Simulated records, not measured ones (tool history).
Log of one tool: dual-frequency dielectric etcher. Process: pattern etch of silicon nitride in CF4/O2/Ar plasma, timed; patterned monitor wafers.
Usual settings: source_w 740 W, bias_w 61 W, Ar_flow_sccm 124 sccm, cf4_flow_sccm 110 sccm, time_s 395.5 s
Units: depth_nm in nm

run,hour,source_w,bias_w,Ar_flow_sccm,cf4_flow_sccm,time_s,"read-back reference wafer on the same gauge, depth_nm",depth_nm
1,0.0,740,61,124,101,430.5,1318.8,1329.0
# hour 49.9: wet clean of the chamber
2,93.9,740,61,124,101,430.5,1319.9,1322.4
3,163.3,740,61,124,101,430.5,1319.2,1324.4
4,252.7,740,61,124,110,439.5,1319.7,1358.9
5,312.6,740,61,124,110,395.5,1321.3,1226.0
6,376.4,740,61,124,110,395.5,1320.4,1221.5
7,460.8,740,61,124,110,395.5,1319.6,1217.5
# hour 523.9: wet clean of the chamber
8,554.5,740,61,124,110,395.5,1320.5,1221.6
# hour 562.1: gauge calibrated
9,731.7,740,61,124,110,395.5,1320.4,1222.9
10,825.3,740,61,124,110,395.5,1319.3,1210.5
# hour 879.9: upper electrode replaced
11,885.1,740,74,124,110,395.5,1320.5,1305.7
# hour 933.0: wet clean of the chamber
12,933.5,740,61,112,110,395.5,1320.6,1221.2
# hour 962.8: Ar flow controller replaced
13,996.5,740,61,124,110,395.5,1320.5,1208.5
# hour 1020.3: CF4 flow controller replaced
14,1088.4,740,61,124,110,312.5,1320.7,952.9
15,1152.2,740,55,124,110,395.5,1320.0,1154.5
# hour 1166.3: bias power generator calibrated
# hour 1235.0: source power generator calibrated
16,1249.5,740,61,105,110,512.0,1320.7,1657.0
17,1290.2,590,74,138,110,500.5,1319.9,1406.1
# hour 1412.1: wet clean of the chamber
18,1412.6,740,61,124,110,395.5,1319.7,1251.2
19,1503.2,740,61,124,110,295.0,1320.2,930.5
20,1574.4,740,61,124,110,395.5,1320.6,1246.9

5 ways to go on from here, each from the tool as it stands after run 20. What would each give?
A,1574.9,740,61,124,110,395.5,?,?
B,1574.9,610,61,99,110,497.0,?,?
C,1574.9,740,46,135,137,354.0,?,?
D,1574.9,740,61,132,110,395.5,?,?
E,1574.9,640,61,140,137,334.0,?,?

run,"read-back reference wafer on the same gauge, depth_nm",depth_nm
A,1320.5,1242.0
B,1320.5,1380.4
C,1320.5,1015.5
D,1320.5,1232.0
E,1320.5,944.2
Without the tool's hidden state the same runs would have given:
run,depth_nm
A,1255.2
B,1395.1
C,1026.4
D,1245.1
E,954.2

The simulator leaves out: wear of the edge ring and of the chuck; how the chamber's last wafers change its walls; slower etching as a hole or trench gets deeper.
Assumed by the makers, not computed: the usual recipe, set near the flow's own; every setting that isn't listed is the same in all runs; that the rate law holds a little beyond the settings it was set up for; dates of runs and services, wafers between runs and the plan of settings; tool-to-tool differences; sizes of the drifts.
